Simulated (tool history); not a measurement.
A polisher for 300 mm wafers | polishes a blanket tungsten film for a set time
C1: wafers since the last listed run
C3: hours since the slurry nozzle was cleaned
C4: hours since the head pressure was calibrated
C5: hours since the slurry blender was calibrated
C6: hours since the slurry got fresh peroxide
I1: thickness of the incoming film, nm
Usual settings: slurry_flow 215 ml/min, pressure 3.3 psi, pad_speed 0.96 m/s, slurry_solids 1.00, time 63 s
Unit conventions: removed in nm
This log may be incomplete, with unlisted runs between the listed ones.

{"run": 1, "hour": 0.0, "slurry_flow": 260, "pressure": 3.3, "pad_speed": 0.96, "slurry_solids": 1.0, "time": 63, "C1": 0, "wafers polished on this pad": 911, "C3": 245.5, "C4": 1029.5, "C5": 53.9, "C6": 168.4, "I1": 857.0, "removed": 227.7}
{"hour": 4.8, "done": "worn pad replaced by a new one"}
{"run": 2, "hour": 13.1, "slurry_flow": 260, "pressure": 3.3, "pad_speed": 0.96, "slurry_solids": 1.0, "time": 63, "C1": 102, "wafers polished on this pad": 93, "C3": 258.6, "C4": 1042.6, "C5": 67.0, "C6": 181.5, "I1": 877.6, "removed": 220.7}
{"run": 3, "hour": 27.4, "slurry_flow": 215, "pressure": 3.3, "pad_speed": 0.96, "slurry_solids": 1.0, "time": 63, "C1": 161, "wafers polished on this pad": 255, "C3": 272.9, "C4": 1056.9, "C5": 81.3, "C6": 195.8, "I1": 863.9, "removed": 209.2}
{"run": 4, "hour": 42.1, "slurry_flow": 215, "pressure": 3.3, "pad_speed": 0.96, "slurry_solids": 1.0, "time": 63, "C1": 166, "wafers polished on this pad": 421, "C3": 287.6, "C4": 1071.6, "C5": 96.0, "C6": 210.5, "I1": 879.8, "removed": 206.8}
{"hour": 52.8, "done": "slurry tank refilled with fresh slurry and peroxide"}
{"run": 5, "hour": 53.7, "slurry_flow": 215, "pressure": 3.3, "pad_speed": 0.96, "slurry_solids": 1.0, "time": 63, "C1": 119, "wafers polished on this pad": 540, "C3": 299.2, "C4": 1083.2, "C5": 107.6, "C6": 0.9, "I1": 876.2, "removed": 233.7}
{"run": 6, "hour": 60.3, "slurry_flow": 215, "pressure": 3.3, "pad_speed": 0.96, "slurry_solids": 1.0, "time": 51, "C1": 74, "wafers polished on this pad": 615, "C3": 305.8, "C4": 1089.8, "C5": 114.2, "C6": 7.5, "I1": 871.2, "removed": 188.0}
{"run": 7, "hour": 67.2, "slurry_flow": 215, "pressure": 3.3, "pad_speed": 0.96, "slurry_solids": 1.0, "time": 51, "C1": 77, "wafers polished on this pad": 693, "C3": 312.7, "C4": 1096.7, "C5": 121.1, "C6": 14.4, "I1": 858.5, "removed": 189.2}
{"hour": 77.7, "done": "worn pad replaced by a new one"}
{"run": 8, "hour": 83.8, "slurry_flow": 215, "pressure": 3.3, "pad_speed": 0.96, "slurry_solids": 1.0, "time": 51, "C1": 142, "wafers polished on this pad": 68, "C3": 329.3, "C4": 1113.3, "C5": 137.7, "C6": 31.0, "I1": 872.3, "removed": 191.3}
{"run": 9, "hour": 96.1, "slurry_flow": 215, "pressure": 3.3, "pad_speed": 0.96, "slurry_solids": 1.0, "time": 63, "C1": 138, "wafers polished on this pad": 207, "C3": 341.6, "C4": 1125.6, "C5": 150.0, "C6": 43.3, "I1": 886.1, "removed": 229.5}
{"run": 10, "hour": 106.4, "slurry_flow": 215, "pressure": 3.3, "pad_speed": 0.96, "slurry_solids": 1.0, "time": 63, "C1": 116, "wafers polished on this pad": 324, "C3": 351.9, "C4": 1135.9, "C5": 160.3, "C6": 53.6, "I1": 868.5, "removed": 232.2}
{"run": 11, "hour": 121.1, "slurry_flow": 215, "pressure": 3.3, "pad_speed": 0.96, "slurry_solids": 1.0, "time": 63, "C1": 166, "wafers polished on this pad": 490, "C3": 366.6, "C4": 1150.6, "C5": 175.0, "C6": 68.3, "I1": 866.7, "removed": 221.5}
{"run": 12, "hour": 137.1, "slurry_flow": 215, "pressure": 3.3, "pad_speed": 1.2, "slurry_solids": 1.0, "time": 41, "C1": 180, "wafers polished on this pad": 670, "C3": 382.6, "C4": 1166.6, "C5": 191.0, "C6": 84.3, "I1": 867.7, "removed": 170.1}
{"run": 13, "hour": 144.4, "slurry_flow": 215, "pressure": 3.3, "pad_speed": 1.2, "slurry_solids": 1.0, "time": 41, "C1": 82, "wafers polished on this pad": 753, "C3": 389.9, "C4": 1173.9, "C5": 198.3, "C6": 91.6, "I1": 882.5, "removed": 169.4}
{"hour": 158.2, "done": "head pressure recalibrated"}
{"run": 14, "hour": 158.7, "slurry_flow": 235, "pressure": 3.3, "pad_speed": 0.96, "slurry_solids": 0.85, "time": 73, "C1": 138, "wafers polished on this pad": 892, "C3": 404.2, "C4": 0.5, "C5": 212.6, "C6": 105.9, "I1": 869.6, "removed": 253.3}
{"hour": 165.0, "done": "worn pad replaced by a new one"}
{"run": 15, "hour": 174.3, "slurry_flow": 215, "pressure": 2.8, "pad_speed": 1.22, "slurry_solids": 1.0, "time": 52, "C1": 131, "wafers polished on this pad": 105, "C3": 419.8, "C4": 16.1, "C5": 228.2, "C6": 121.5, "I1": 860.5, "removed": 179.4}
{"hour": 180.0, "done": "slurry nozzle cleaned"}
{"run": 16, "hour": 196.0, "slurry_flow": 215, "pressure": 3.3, "pad_speed": 0.64, "slurry_solids": 1.0, "time": 63, "C1": 233, "wafers polished on this pad": 339, "C3": 16.0, "C4": 37.8, "C5": 249.9, "C6": 143.2, "I1": 876.1, "removed": 160.9}
{"run": 17, "hour": 205.9, "slurry_flow": 260, "pressure": 2.3, "pad_speed": 0.96, "slurry_solids": 0.8, "time": 83, "C1": 111, "wafers polished on this pad": 451, "C3": 25.9, "C4": 47.7, "C5": 259.8, "C6": 153.1, "I1": 871.7, "removed": 188.8}
{"run": 18, "hour": 218.2, "slurry_flow": 215, "pressure": 3.3, "pad_speed": 0.96, "slurry_solids": 1.25, "time": 71, "C1": 138, "wafers polished on this pad": 589, "C3": 38.2, "C4": 60.0, "C5": 272.1, "C6": 165.4, "I1": 875.5, "removed": 240.9}
{"run": 19, "hour": 227.7, "slurry_flow": 250, "pressure": 3.8, "pad_speed": 0.74, "slurry_solids": 1.2, "time": 63, "C1": 107, "wafers polished on this pad": 697, "C3": 47.7, "C4": 69.5, "C5": 281.6, "C6": 174.9, "I1": 860.4, "removed": 204.5}
{"hour": 229.9, "done": "slurry tank refilled with fresh slurry and peroxide"}
{"run": 20, "hour": 234.6, "slurry_flow": 215, "pressure": 4.2, "pad_speed": 0.8, "slurry_solids": 1.0, "time": 63, "C1": 66, "wafers polished on this pad": 763, "C3": 54.6, "C4": 76.4, "C5": 288.5, "C6": 4.7, "I1": 868.3, "removed": 245.5}
{"hour": 240.3, "done": "worn pad replaced by a new one"}
{"run": 21, "hour": 245.9, "slurry_flow": 215, "pressure": 3.3, "pad_speed": 0.96, "slurry_solids": 1.3, "time": 63, "C1": 82, "wafers polished on this pad": 62, "C3": 65.9, "C4": 87.7, "C5": 299.8, "C6": 16.0, "I1": 876.0, "removed": 223.5}
{"hour": 249.3, "done": "slurry blender recalibrated"}
{"run": 22, "hour": 262.5, "slurry_flow": 215, "pressure": 3.3, "pad_speed": 0.68, "slurry_solids": 1.0, "time": 63, "C1": 164, "wafers polished on this pad": 227, "C3": 82.5, "C4": 104.3, "C5": 13.2, "C6": 32.6, "I1": 857.0, "removed": 191.1}
{"run": 23, "hour": 277.5, "slurry_flow": 250, "pressure": 2.1, "pad_speed": 0.96, "slurry_solids": 0.7, "time": 63, "C1": 169, "wafers polished on this pad": 397, "C3": 97.5, "C4": 119.3, "C5": 28.2, "C6": 47.6, "I1": 869.2, "removed": 148.3}
{"run": 24, "hour": 292.1, "slurry_flow": 215, "pressure": 3.3, "pad_speed": 0.76, "slurry_solids": 1.0, "time": 43, "C1": 164, "wafers polished on this pad": 562, "C3": 112.1, "C4": 133.9, "C5": 42.8, "C6": 62.2, "I1": 874.5, "removed": 134.6}
{"run": 25, "hour": 306.9, "slurry_flow": 215, "pressure": 3.3, "pad_speed": 0.96, "slurry_solids": 1.0, "time": 63, "C1": 167, "wafers polished on this pad": 729, "C3": 126.9, "C4": 148.7, "C5": 57.6, "C6": 77.0, "I1": 869.6, "removed": 234.5}
{"hour": 325.7, "done": "worn pad replaced by a new one"}
{"run": 26, "hour": 326.2, "slurry_flow": 215, "pressure": 3.3, "pad_speed": 0.96, "slurry_solids": 1.0, "time": 63, "C1": 172, "wafers polished on this pad": 6, "C3": 146.2, "C4": 168.0, "C5": 76.9, "C6": 96.3, "I1": 878.8, "removed": 227.1}

Hidden state, per run?
removal rate lost through wear of the pad, %: 0 at every run
slurry flow missing at the pad, %: 0 at every run
deviation of the head's pressure from its setpoint, %: 0 at every run
H1: abrasive missing from the slurry, %
H2: peroxide lost from the slurry, %
run=1 H1=5.03 H2=16.5
run=2 H1=5.82 H2=18.9
run=3 H1=6.87 H2=21.8
run=4 H1=8.17 H2=24.9
run=5 H1=9.34 H2=0.175
run=6 H1=10.1 H2=0.204
run=7 H1=10.9 H2=0.284
run=8 H1=13 H2=0.685
run=9 H1=14.8 H2=1.17
run=10 H1=16.4 H2=1.7
run=11 H1=18.8 H2=2.65
run=12 H1=21.7 H2=3.95
run=13 H1=23.1 H2=4.63
run=14 H1=26.1 H2=6.13
run=15 H1=29.5 H2=8.01
run=16 H1=34.6 H2=11.1
run=17 H1=37.2 H2=12.6
run=18 H1=40.4 H2=14.7
run=19 H1=43 H2=16.4
run=20 H1=45 H2=0.808
run=21 H1=48.3 H2=0.931
run=22 H1=3.39 H2=1.36
run=23 H1=3.7 H2=2
run=24 H1=4.21 H2=2.85
run=25 H1=4.95 H2=3.94
run=26 H1=6.25 H2=5.72
